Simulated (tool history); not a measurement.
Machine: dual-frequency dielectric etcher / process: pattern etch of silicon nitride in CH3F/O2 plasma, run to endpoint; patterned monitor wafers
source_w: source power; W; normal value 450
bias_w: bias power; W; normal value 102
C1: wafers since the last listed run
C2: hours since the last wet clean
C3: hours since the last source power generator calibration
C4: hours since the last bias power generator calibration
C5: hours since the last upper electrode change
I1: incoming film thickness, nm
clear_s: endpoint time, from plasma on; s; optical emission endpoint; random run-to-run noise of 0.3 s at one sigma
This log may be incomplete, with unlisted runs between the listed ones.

run 1 day=0 | source_w=450 bias_w=102 | C1=0 C2=185.1 C3=3583.2 C4=2976 C5=6353.8 | I1=98.3 | clear_s=96.2
run 2 day=1.429 | source_w=450 bias_w=102 | C1=152 C2=219.4 C3=3617.5 C4=3010.3 C5=6388.1 | I1=97.3 | clear_s=94.8
run 3 day=2.05 | source_w=450 bias_w=102 | C1=66 C2=234.3 C3=3632.4 C4=3025.2 C5=6403 | I1=96.2 | clear_s=93.5
run 4 day=3.367 | source_w=450 bias_w=102 | C1=140 C2=265.9 C3=3664 C4=3056.8 C5=6434.6 | I1=97.2 | clear_s=94.1
run 5 day=4.283 | source_w=450 bias_w=102 | C1=97 C2=287.9 C3=3686 C4=3078.8 C5=6456.6 | I1=96.3 | clear_s=93.4
run 6 day=4.992 | source_w=450 bias_w=102 | C1=75 C2=304.9 C3=3703 C4=3095.8 C5=6473.6 | I1=96.5 | clear_s=94
run 7 day=5.55 | source_w=450 bias_w=102 | C1=59 C2=318.3 C3=3716.4 C4=3109.2 C5=6487 | I1=98.5 | clear_s=95
-- day=7.288 upper electrode replaced
-- day=8.058 wet clean of the chamber
run 8 day=8.079 | source_w=450 bias_w=102 | C1=80 C2=0.5 C3=3777.1 C4=3169.9 C5=19 | I1=96.9 | clear_s=95.6
run 9 day=8.096 | source_w=450 bias_w=102 | C1=1 C2=0.9 C3=3777.5 C4=3170.3 C5=19.4 | I1=96.3 | clear_s=94.3
run 10 day=8.112 | source_w=520 bias_w=114 | C1=1 C2=1.3 C3=3777.9 C4=3170.7 C5=19.8 | I1=97.3 | clear_s=90.3
-- day=8.45 bias power generator calibrated
run 11 day=8.621 | source_w=450 bias_w=102 | C1=36 C2=13.5 C3=3790.1 C4=4.1 C5=32 | I1=96.5 | clear_s=95.4
-- day=9.071 source power generator calibrated
run 12 day=9.883 | source_w=490 bias_w=110 | C1=116 C2=43.8 C3=19.5 C4=34.4 C5=62.3 | I1=96 | clear_s=90.6
run 13 day=11.371 | source_w=450 bias_w=102 | C1=158 C2=79.5 C3=55.2 C4=70.1 C5=98 | I1=96.4 | clear_s=94.4
run 14 day=12.146 | source_w=410 bias_w=121 | C1=82 C2=98.1 C3=73.8 C4=88.7 C5=116.6 | I1=96.8 | clear_s=91.6
run 15 day=13.288 | source_w=450 bias_w=82 | C1=121 C2=125.5 C3=101.2 C4=116.1 C5=144 | I1=97.2 | clear_s=101
run 16 day=14.158 | source_w=450 bias_w=102 | C1=92 C2=146.4 C3=122.1 C4=137 C5=164.9 | I1=96.8 | clear_s=94.9
run 17 day=15.625 | source_w=450 bias_w=124 | C1=156 C2=181.6 C3=157.3 C4=172.2 C5=200.1 | I1=97.5 | clear_s=89.6
run 18 day=16.471 | source_w=450 bias_w=102 | C1=90 C2=201.9 C3=177.6 C4=192.5 C5=220.4 | I1=96.2 | clear_s=94.2
run 19 day=17.767 | source_w=450 bias_w=102 | C1=137 C2=233 C3=208.7 C4=223.6 C5=251.5 | I1=96.3 | clear_s=92.9
run 20 day=19.25 | source_w=340 bias_w=102 | C1=157 C2=268.6 C3=244.3 C4=259.2 C5=287.1 | I1=96.6 | clear_s=98.1
run 21 day=20.371 | source_w=450 bias_w=102 | C1=119 C2=295.5 C3=271.2 C4=286.1 C5=314 | I1=96.9 | clear_s=94.2
run 22 day=21.658 | source_w=450 bias_w=102 | C1=137 C2=326.4 C3=302.1 C4=317 C5=344.9 | I1=95.2 | clear_s=92.3
run 23 day=22.838 | source_w=350 bias_w=121 | C1=125 C2=354.7 C3=330.4 C4=345.3 C5=373.2 | I1=96.4 | clear_s=92.1
run 24 day=23.546 | source_w=390 bias_w=92 | C1=75 C2=371.7 C3=347.4 C4=362.3 C5=390.2 | I1=96.4 | clear_s=98.1
run 25 day=24.133 | source_w=530 bias_w=82 | C1=62 C2=385.8 C3=361.5 C4=376.4 C5=404.3 | I1=95.6 | clear_s=94.4
run 26 day=24.771 | source_w=380 bias_w=125 | C1=67 C2=401.1 C3=376.8 C4=391.7 C5=419.6 | I1=97 | clear_s=90.7
run 27 day=26.208 | source_w=550 bias_w=102 | C1=153 C2=435.6 C3=411.3 C4=426.2 C5=454.1 | I1=96.5 | clear_s=89.3
-- day=28.65 wet clean of the chamber
run 28 day=28.838 | source_w=450 bias_w=102 | C1=173 C2=4.5 C3=474.4 C4=489.3 C5=517.2 | I1=96.6 | clear_s=95.1
run 29 day=29.512 | source_w=450 bias_w=78 | C1=71 C2=20.7 C3=490.6 C4=505.5 C5=533.4 | I1=97.1 | clear_s=102.4
run 30 day=30.221 | source_w=450 bias_w=102 | C1=75 C2=37.7 C3=507.6 C4=522.5 C5=550.4 | I1=96.8 | clear_s=94.9
run 31 day=31.058 | source_w=510 bias_w=77 | C1=89 C2=57.8 C3=527.7 C4=542.6 C5=570.5 | I1=96.4 | clear_s=99.1
run 32 day=32.042 | source_w=450 bias_w=102 | C1=104 C2=81.4 C3=551.3 C4=566.2 C5=594.1 | I1=97 | clear_s=95.3
run 33 day=35.367 | source_w=340 bias_w=89 | C1=354 C2=161.2 C3=631.1 C4=646 C5=673.9 | I1=96.1 | clear_s=102
run 34 day=36.171 | source_w=520 bias_w=127 | C1=85 C2=180.5 C3=650.4 C4=665.3 C5=693.2 | I1=96.5 | clear_s=85.9
run 35 day=37.379 | source_w=450 bias_w=87 | C1=128 C2=209.5 C3=679.4 C4=694.3 C5=722.2 | I1=96.4 | clear_s=97.9

Give the tool's hidden conditions for every run:
source power that arrives over what is set, %: 0 in every run
bias power that arrives over what is set, %: 0 in every run
H1: etch rate over this chamber's usual, %
run=1 H1=1.02
run=2 H1=1.21
run=3 H1=1.29
run=4 H1=1.47
run=5 H1=1.59
run=6 H1=1.68
run=7 H1=1.76
run=8 H1=0.239
run=9 H1=0.241
run=10 H1=0.243
run=11 H1=0.31
run=12 H1=0.477
run=13 H1=0.674
run=14 H1=0.776
run=15 H1=0.927
run=16 H1=1.04
run=17 H1=1.24
run=18 H1=1.35
run=19 H1=1.52
run=20 H1=1.71
run=21 H1=1.86
run=22 H1=2.03
run=23 H1=2.19
run=24 H1=2.28
run=25 H1=2.36
run=26 H1=2.44
run=27 H1=2.63
run=28 H1=0.0908
run=29 H1=0.18
run=30 H1=0.274
run=31 H1=0.384
run=32 H1=0.514
run=33 H1=0.953
run=34 H1=1.06
run=35 H1=1.22

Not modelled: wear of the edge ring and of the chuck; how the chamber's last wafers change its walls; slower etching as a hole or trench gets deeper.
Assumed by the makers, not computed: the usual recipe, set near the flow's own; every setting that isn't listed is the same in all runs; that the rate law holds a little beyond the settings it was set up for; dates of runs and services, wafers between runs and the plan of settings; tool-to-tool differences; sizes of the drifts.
